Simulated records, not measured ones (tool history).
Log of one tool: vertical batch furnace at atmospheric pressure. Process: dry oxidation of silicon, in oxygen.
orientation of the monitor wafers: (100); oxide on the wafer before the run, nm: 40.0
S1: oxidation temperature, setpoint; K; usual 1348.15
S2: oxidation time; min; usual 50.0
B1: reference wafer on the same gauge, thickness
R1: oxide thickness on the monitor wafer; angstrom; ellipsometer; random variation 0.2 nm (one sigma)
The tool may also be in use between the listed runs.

Run 1, hour 0.0: usual settings; B1 124.03. Result: R1 1081.0 angstrom.
Run 2, hour 28.5: usual settings but S1 1336.15 K; B1 124.05. Result: R1 1007.8 angstrom.
Run 3, hour 54.8: usual settings but S1 1336.15 K; B1 124.00. Result: R1 1007.9 angstrom.
Run 4, hour 68.1: usual settings but S1 1336.15 K; B1 123.98. Result: R1 1009.5 angstrom.
Run 5, hour 87.4: usual settings; B1 124.06. Result: R1 1085.0 angstrom.
Run 6, hour 115.1: usual settings but S2 31.0 min; B1 124.12. Result: R1 866.5 angstrom.
Run 7, hour 127.9: usual settings but S2 31.0 min; B1 124.13. Result: R1 867.3 angstrom.
Run 8, hour 154.6: usual settings but S2 31.0 min; B1 124.02. Result: R1 866.4 angstrom.
Run 9, hour 190.4: usual settings; B1 124.11. Result: R1 1083.3 angstrom.
Run 10, hour 217.0: usual settings; B1 123.94. Result: R1 1084.9 angstrom.
Run 11, hour 251.5: usual settings; B1 124.01. Result: R1 1081.9 angstrom.
Run 12, hour 269.9: usual settings; B1 123.89. Result: R1 1086.0 angstrom.
Run 13, hour 292.5: usual settings; B1 124.02. Result: R1 1081.9 angstrom.
Run 14, hour 314.0: usual settings; B1 124.05. Result: R1 1083.8 angstrom.
Run 15, hour 329.9: usual settings but S1 1355.15 K, S2 60.5 min; B1 123.96. Result: R1 1247.2 angstrom.
At hour 369.7: thermocouples replaced and temperature profile calibrated.
Run 16, hour 370.2: usual settings; B1 124.02. Result: R1 1053.6 angstrom.
Run 17, hour 389.1: usual settings but S1 1327.15 K, S2 39.0 min; B1 123.98. Result: R1 837.1 angstrom.
At hour 418.7: boat lift adjusted.
Run 18, hour 419.2: usual settings but S2 42.0 min; B1 124.06. Result: R1 968.8 angstrom.
Run 19, hour 424.5: usual settings but S1 1328.15 K; B1 123.99. Result: R1 939.7 angstrom.
At hour 431.0: gauge calibrated.
Run 20, hour 458.3: usual settings but S1 1330.15 K, S2 66.5 min; B1 124.07. Result: R1 1092.8 angstrom.
Run 21, hour 489.7: usual settings; B1 123.99. Result: R1 1059.1 angstrom.
Run 22, hour 515.1: usual settings but S1 1358.15 K, S2 34.5 min; B1 124.02. Result: R1 940.3 angstrom.
Run 23, hour 550.0: usual settings; B1 123.96. Result: R1 1059.6 angstrom.
Run 24, hour 622.6: usual settings; B1 124.06. Result: R1 1057.4 angstrom.
Run 25, hour 647.7: usual settings but S1 1369.15 K, S2 71.5 min; B1 124.02. Result: R1 1442.7 angstrom.
Run 26, hour 676.4: usual settings; B1 123.98. Result: R1 1060.4 angstrom.
Run 27, hour 747.9: usual settings but S1 1370.15 K, S2 26.0 min; B1 123.96. Result: R1 886.9 angstrom.
Run 28, hour 764.3: usual settings but S2 69.5 min; B1 124.08. Result: R1 1257.5 angstrom.
Run 29, hour 778.9: usual settings; B1 124.01. Result: R1 1063.1 angstrom.
Run 30, hour 797.9: usual settings but S2 59.0 min; B1 124.06. Result: R1 1155.0 angstrom.
Run 31, hour 826.3: usual settings; B1 123.95. Result: R1 1063.2 angstrom.
Run 32, hour 844.8: usual settings but S2 28.0 min; B1 124.13. Result: R1 819.9 angstrom.
Run 33, hour 876.1: usual settings but S2 71.5 min; B1 124.09. Result: R1 1281.1 angstrom.
Run 34, hour 905.7: usual settings but S1 1364.15 K; B1 124.09. Result: R1 1171.1 angstrom.
Run 35, hour 934.6: usual settings; B1 124.02. Result: R1 1069.4 angstrom.

Run 36 comes next. What will it give?
Run 36, hour 952.2: usual settings; B1 ?. Result: R1 ?.

B1: 124.04
R1: 1065.9 angstrom
Without the tool's hidden state the same run would have given R1 1053.0 angstrom.
